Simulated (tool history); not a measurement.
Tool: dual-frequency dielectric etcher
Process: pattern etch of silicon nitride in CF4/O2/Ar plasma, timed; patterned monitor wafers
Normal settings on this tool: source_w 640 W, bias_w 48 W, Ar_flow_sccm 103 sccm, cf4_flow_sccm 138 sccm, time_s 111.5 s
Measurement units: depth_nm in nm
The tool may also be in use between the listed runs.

| run | hour | source_w | bias_w | Ar_flow_sccm | cf4_flow_sccm | time_s | wafers since the last listed run | hours since the last wet clean | hours since the last source power generator calibration | hours since the last bias power generator calibration | hours since the last Ar flow controller change | hours since the last CF4 flow controller change | hours since the last upper electrode change | hours since the gauge calibration | read-back reference wafer on the same gauge, depth_nm | depth_nm |
|---|---|---|---|---|---|---|---|---|---|---|---|---|---|---|---|---|
| 1 | 0.0 | 640 | 48 | 103 | 138 | 111.5 | 0 | 478.9 | 2085.3 | 2114.5 | 4962.7 | 3325.3 | 4881.0 | 66.2 | 244.1 | 242.9 |
| 2 | 8.7 | 640 | 55 | 103 | 138 | 132.0 | 54 | 487.6 | 2094.0 | 2123.2 | 4971.4 | 3334.0 | 4889.7 | 74.9 | 243.9 | 311.0 |
| 3 | 25.0 | 640 | 55 | 103 | 138 | 132.0 | 102 | 503.9 | 2110.3 | 2139.5 | 4987.7 | 3350.3 | 4906.0 | 91.2 | 243.8 | 312.0 |
| 4 | 39.0 | 640 | 55 | 103 | 138 | 132.0 | 87 | 517.9 | 2124.3 | 2153.5 | 5001.7 | 3364.3 | 4920.0 | 105.2 | 244.1 | 308.8 |
|  | 50.4 | source power generator calibrated |
|  | 50.6 | CF4 flow controller replaced |
|  | 55.8 | gauge calibrated |
|  | 69.0 | wet clean of the chamber |
|  | 69.7 | Ar flow controller replaced |
| 5 | 70.2 | 640 | 48 | 110 | 138 | 111.5 | 49 | 1.2 | 19.8 | 2184.7 | 0.5 | 19.6 | 4951.2 | 14.4 | 243.7 | 240.3 |
| 6 | 70.5 | 640 | 48 | 103 | 158 | 111.5 | 1 | 1.5 | 20.1 | 2185.0 | 0.8 | 19.9 | 4951.5 | 14.7 | 243.8 | 248.9 |
|  | 75.2 | bias power generator calibrated |
|  | 99.7 | upper electrode replaced |
| 7 | 100.2 | 640 | 48 | 103 | 138 | 111.5 | 10 | 31.2 | 49.8 | 25.0 | 30.5 | 49.6 | 0.5 | 44.4 | 243.9 | 244.4 |
| 8 | 100.5 | 640 | 55 | 103 | 138 | 132.0 | 1 | 31.5 | 50.1 | 25.3 | 30.8 | 49.9 | 0.8 | 44.7 | 243.8 | 308.1 |
| 9 | 103.8 | 640 | 55 | 103 | 138 | 132.0 | 20 | 34.8 | 53.4 | 28.6 | 34.1 | 53.2 | 4.1 | 48.0 | 244.0 | 310.2 |
| 10 | 110.0 | 490 | 48 | 103 | 138 | 111.5 | 38 | 41.0 | 59.6 | 34.8 | 40.3 | 59.4 | 10.3 | 54.2 | 244.1 | 190.2 |
| 11 | 121.1 | 580 | 48 | 88 | 114 | 87.0 | 69 | 52.1 | 70.7 | 45.9 | 51.4 | 70.5 | 21.4 | 65.3 | 243.8 | 173.3 |
| 12 | 137.0 | 690 | 43 | 103 | 138 | 111.5 | 99 | 68.0 | 86.6 | 61.8 | 67.3 | 86.4 | 37.3 | 81.2 | 244.0 | 247.1 |
| 13 | 152.1 | 640 | 48 | 103 | 116 | 111.5 | 94 | 83.1 | 101.7 | 76.9 | 82.4 | 101.5 | 52.4 | 96.3 | 244.1 | 240.4 |
| 14 | 158.7 | 600 | 44 | 103 | 124 | 121.5 | 41 | 89.7 | 108.3 | 83.5 | 89.0 | 108.1 | 59.0 | 102.9 | 244.0 | 235.6 |

Predict each of these 3 candidate next runs independently; none follows another, all start after run 14:
| A | 159.1 | 680 | 48 | 103 | 138 | 111.5 | 2 | 90.1 | 108.7 | 83.9 | 89.4 | 108.5 | 59.4 | 103.3 | ? | ? |
| B | 159.1 | 640 | 39 | 103 | 152 | 111.5 | 2 | 90.1 | 108.7 | 83.9 | 89.4 | 108.5 | 59.4 | 103.3 | ? | ? |
| C | 159.1 | 480 | 54 | 118 | 162 | 111.5 | 2 | 90.1 | 108.7 | 83.9 | 89.4 | 108.5 | 59.4 | 103.3 | ? | ? |

| run | read-back reference wafer on the same gauge, depth_nm | depth_nm |
|---|---|---|
| A | 243.9 | 258.5 |
| B | 243.9 | 221.2 |
| C | 243.9 | 198.4 |
The same runs, with their run-to-run variation unchanged, on a tool lacking any hidden condition would have given:
| run | depth_nm |
|---|---|
| A | 258.5 |
| B | 221.2 |
| C | 198.4 |
